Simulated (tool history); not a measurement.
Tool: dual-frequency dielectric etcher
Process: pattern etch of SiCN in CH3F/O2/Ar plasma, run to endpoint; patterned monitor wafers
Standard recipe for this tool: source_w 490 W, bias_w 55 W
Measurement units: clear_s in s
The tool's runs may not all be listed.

| run | hour | source_w | bias_w | incoming incoming film thickness, nm | clear_s |
|---|---|---|---|---|---|
| 1 | 0 | 490 | 55 | 8.8 | 24.2 |
| 2 | 15.7 | 490 | 55 | 8.79 | 24 |
| 3 | 25.5 | 490 | 55 | 8.84 | 24.2 |
| 4 | 43.1 | 490 | 55 | 8.7 | 24 |
| 5 | 50.4 | 560 | 55 | 8.87 | 22.9 |
| 6 | 102.7 | 560 | 55 | 8.76 | 22.6 |
|  | 106.7 | source power generator calibrated |
|  | 129.3 | bias power generator calibrated |
|  | 134.4 | wet clean of the chamber |
|  | 158 | upper electrode replaced |
| 7 | 158.5 | 560 | 55 | 8.87 | 23.7 |
| 8 | 158.9 | 580 | 60 | 8.83 | 22.7 |
| 9 | 159.2 | 520 | 68 | 8.73 | 22.8 |
| 10 | 159.5 | 410 | 68 | 8.86 | 25.3 |
| 11 | 160.9 | 490 | 55 | 8.8 | 25.1 |
| 12 | 174.3 | 430 | 62 | 8.81 | 25.3 |
| 13 | 192.1 | 490 | 55 | 8.8 | 25 |
| 14 | 206.8 | 490 | 55 | 8.86 | 24.7 |
| 15 | 212.8 | 540 | 47 | 8.79 | 24.7 |

Forecast each of these 5 alternatives for the next run:
| A | 213.2 | 490 | 55 | 8.87 | ? |
| B | 213.2 | 490 | 46 | 8.87 | ? |
| C | 213.2 | 370 | 42 | 8.87 | ? |
| D | 213.2 | 600 | 49 | 8.87 | ? |
| E | 213.2 | 440 | 63 | 8.87 | ? |

| run | clear_s |
|---|---|
| A | 24.8 |
| B | 26 |
| C | 29.8 |
| D | 23.5 |
| E | 25 |
Had the tool no hidden state, the same runs would have come out as:
| run | clear_s |
|---|---|
| A | 25 |
| B | 26.2 |
| C | 30 |
| D | 23.7 |
| E | 25.2 |
